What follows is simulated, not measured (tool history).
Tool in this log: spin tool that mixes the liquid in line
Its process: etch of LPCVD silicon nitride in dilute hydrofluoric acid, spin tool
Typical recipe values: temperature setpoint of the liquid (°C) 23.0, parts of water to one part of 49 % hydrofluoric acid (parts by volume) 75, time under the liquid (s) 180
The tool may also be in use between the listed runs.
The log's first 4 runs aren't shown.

run,hour,temperature setpoint of the liquid (°C),parts of water to one part of 49 % hydrofluoric acid (parts by volume),time under the liquid (s),wafers since the last listed run,hours since the thermometer was replaced,hours since the hydrofluoric acid flow meter was replaced,hours since the gauge calibration,"read-back film thickness of the LPCVD silicon nitride reference wafer, read on the same gauge (nm)",thickness taken off the LPCVD silicon nitride on a monitor wafer (nm)
# hour 75.9: gauge calibrated
5,77.9,23.0,75,180,88,1370.4,1752.7,2.0,149.963,1.477
6,93.7,23.0,75,180,116,1386.2,1768.5,17.8,149.989,1.438
7,135.0,23.0,75,180,303,1427.5,1809.8,59.1,149.991,1.503
8,145.9,23.0,75,180,80,1438.4,1820.7,70.0,150.005,1.446
# hour 147.1: hydrofluoric acid flow meter replaced
9,160.0,23.0,75,180,96,1452.5,12.9,84.1,150.003,1.428
10,173.6,23.0,75,180,99,1466.1,26.5,97.7,150.011,1.500
11,181.6,23.0,75,180,58,1474.1,34.5,105.7,150.008,1.486
# hour 184.4: thermometer replaced
12,189.9,23.0,75,180,53,5.5,42.8,114.0,150.017,1.281
13,202.7,23.0,75,180,94,18.3,55.6,126.8,149.987,1.258
14,219.9,23.0,75,180,126,35.5,72.8,144.0,150.004,1.253
15,234.7,23.0,105,180,108,50.3,87.6,158.8,149.980,0.936
16,246.8,23.0,75,180,88,62.4,99.7,170.9,149.967,1.261
17,253.1,18.5,110,280,46,68.7,106.0,177.2,149.992,0.982

Run 18, settings as shown, results not yet in. Your forecast:
18,269.5,25.0,75,255,120,85.1,122.4,193.6,?,?

read-back film thickness of the LPCVD silicon nitride reference wafer, read on the same gauge (nm): 150.009
thickness taken off the LPCVD silicon nitride on a monitor wafer (nm): 2.080
Had the tool carried no hidden state, the very same run would have given thickness taken off the LPCVD silicon nitride on a monitor wafer (nm) 2.047.

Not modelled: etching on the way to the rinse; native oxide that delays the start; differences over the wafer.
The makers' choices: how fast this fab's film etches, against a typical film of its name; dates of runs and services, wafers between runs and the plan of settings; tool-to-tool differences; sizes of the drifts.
